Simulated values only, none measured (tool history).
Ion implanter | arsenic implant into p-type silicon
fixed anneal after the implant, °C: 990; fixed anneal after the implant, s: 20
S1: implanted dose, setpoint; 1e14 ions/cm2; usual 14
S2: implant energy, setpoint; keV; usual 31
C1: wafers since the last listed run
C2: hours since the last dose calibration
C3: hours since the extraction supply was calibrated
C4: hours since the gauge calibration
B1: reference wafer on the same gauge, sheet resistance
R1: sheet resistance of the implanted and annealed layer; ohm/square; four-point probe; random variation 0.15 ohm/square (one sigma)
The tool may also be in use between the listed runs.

run 1 hour=0 | S1=14 S2=39 | C1=0 C2=1891.1 C3=3704.1 C4=65.1 | B1=99.4 | R1=91.46
run 2 hour=11.6 | S1=14 S2=39 | C1=252 C2=1902.7 C3=3715.7 C4=76.7 | B1=99.46 | R1=91.47
run 3 hour=19.5 | S1=14 S2=39 | C1=171 C2=1910.6 C3=3723.6 C4=84.6 | B1=99.47 | R1=91.43
run 4 hour=32.1 | S1=14 S2=31 | C1=274 C2=1923.2 C3=3736.2 C4=97.2 | B1=99.44 | R1=99.08
run 5 hour=40.7 | S1=14 S2=31 | C1=187 C2=1931.8 C3=3744.8 C4=105.8 | B1=99.58 | R1=99.21
run 6 hour=47.1 | S1=14 S2=36 | C1=139 C2=1938.2 C3=3751.2 C4=112.2 | B1=99.56 | R1=94.06
run 7 hour=58 | S1=14 S2=36 | C1=237 C2=1949.1 C3=3762.1 C4=123.1 | B1=99.62 | R1=93.93
run 8 hour=72.9 | S1=14 S2=36 | C1=324 C2=1964 C3=3777 C4=138 | B1=99.6 | R1=94.09
run 9 hour=82.9 | S1=14 S2=31 | C1=217 C2=1974 C3=3787 C4=148 | B1=99.55 | R1=98.99
run 10 hour=92.2 | S1=14 S2=31 | C1=202 C2=1983.3 C3=3796.3 C4=157.3 | B1=99.59 | R1=99.2
-- hour=94.9 gauge calibrated
run 11 hour=99 | S1=14 S2=36.5 | C1=148 C2=1990.1 C3=3803.1 C4=4.1 | B1=98.77 | R1=92.61
run 12 hour=107.2 | S1=14 S2=36.5 | C1=178 C2=1998.3 C3=3811.3 C4=12.3 | B1=98.76 | R1=92.98
run 13 hour=113.4 | S1=14 S2=36.5 | C1=134 C2=2004.5 C3=3817.5 C4=18.5 | B1=98.96 | R1=92.78
-- hour=124.9 extraction supply calibrated
run 14 hour=125.4 | S1=14 S2=28 | C1=87 C2=2016.5 C3=0.5 C4=30.5 | B1=98.94 | R1=102.44
run 15 hour=132.9 | S1=14 S2=28 | C1=163 C2=2024 C3=8 C4=38 | B1=98.98 | R1=102.45
run 16 hour=144.5 | S1=14 S2=31 | C1=252 C2=2035.6 C3=19.6 C4=49.6 | B1=99.13 | R1=98.56
run 17 hour=152.1 | S1=16.84 S2=25 | C1=165 C2=2043.2 C3=27.2 C4=57.2 | B1=99.14 | R1=101.9
-- hour=202.2 Faraday cup replaced and dose calibrated
run 18 hour=203.9 | S1=14 S2=31 | C1=953 C2=1.7 C3=79 C4=109 | B1=99.34 | R1=98.85
run 19 hour=215 | S1=10.42 S2=31 | C1=241 C2=12.8 C3=90.1 C4=120.1 | B1=99.28 | R1=113.4
run 20 hour=231.2 | S1=11.32 S2=35.5 | C1=352 C2=29 C3=106.3 C4=136.3 | B1=99.41 | R1=104.24
run 21 hour=237.9 | S1=16.71 S2=20.5 | C1=145 C2=35.7 C3=113 C4=143 | B1=99.4 | R1=110.75
run 22 hour=253.2 | S1=10.31 S2=31 | C1=333 C2=51 C3=128.3 C4=158.3 | B1=99.37 | R1=114.2
run 23 hour=267 | S1=16.32 S2=40 | C1=300 C2=64.8 C3=142.1 C4=172.1 | B1=99.34 | R1=85.62
run 24 hour=274 | S1=10.65 S2=24.5 | C1=152 C2=71.8 C3=149.1 C4=179.1 | B1=99.45 | R1=121.04
-- hour=278.5 gauge calibrated
run 25 hour=287.4 | S1=10.77 S2=20.5 | C1=291 C2=85.2 C3=162.5 C4=8.9 | B1=98.9 | R1=126.46
run 26 hour=298.8 | S1=14 S2=31 | C1=248 C2=96.6 C3=173.9 C4=20.3 | B1=98.94 | R1=98.61
run 27 hour=313.8 | S1=11.78 S2=31 | C1=326 C2=111.6 C3=188.9 C4=35.3 | B1=99.08 | R1=106.3
run 28 hour=320.7 | S1=11.32 S2=35.5 | C1=150 C2=118.5 C3=195.8 C4=42.2 | B1=99.12 | R1=104.1
run 29 hour=354.7 | S1=14 S2=31 | C1=740 C2=152.5 C3=229.8 C4=76.2 | B1=99.3 | R1=98.83
run 30 hour=369.4 | S1=14 S2=24.5 | C1=319 C2=167.2 C3=244.5 C4=90.9 | B1=99.33 | R1=107.95

Forecast each of these 5 alternatives for the next run:
run A hour=369.8 | S1=14 S2=31 | C1=8 C2=167.6 C3=244.9 C4=91.3 | B1=? | R1=?
run B hour=369.8 | S1=15.78 S2=34 | C1=8 C2=167.6 C3=244.9 C4=91.3 | B1=? | R1=?
run C hour=369.8 | S1=11.97 S2=24.5 | C1=8 C2=167.6 C3=244.9 C4=91.3 | B1=? | R1=?
run D hour=369.8 | S1=16.15 S2=35.5 | C1=8 C2=167.6 C3=244.9 C4=91.3 | B1=? | R1=?
run E hour=369.8 | S1=18.04 S2=40 | C1=8 C2=167.6 C3=244.9 C4=91.3 | B1=? | R1=?

run=A B1=99.38 R1=99.08
run=B B1=99.38 R1=91.87
run=C B1=99.38 R1=114.71
run=D B1=99.38 R1=89.71
run=E B1=99.38 R1=82.86
Without the tool's hidden state the same runs would have given:
run=A R1=98.53
run=B R1=91.37
run=C R1=114.08
run=D R1=89.21
run=E R1=82.4
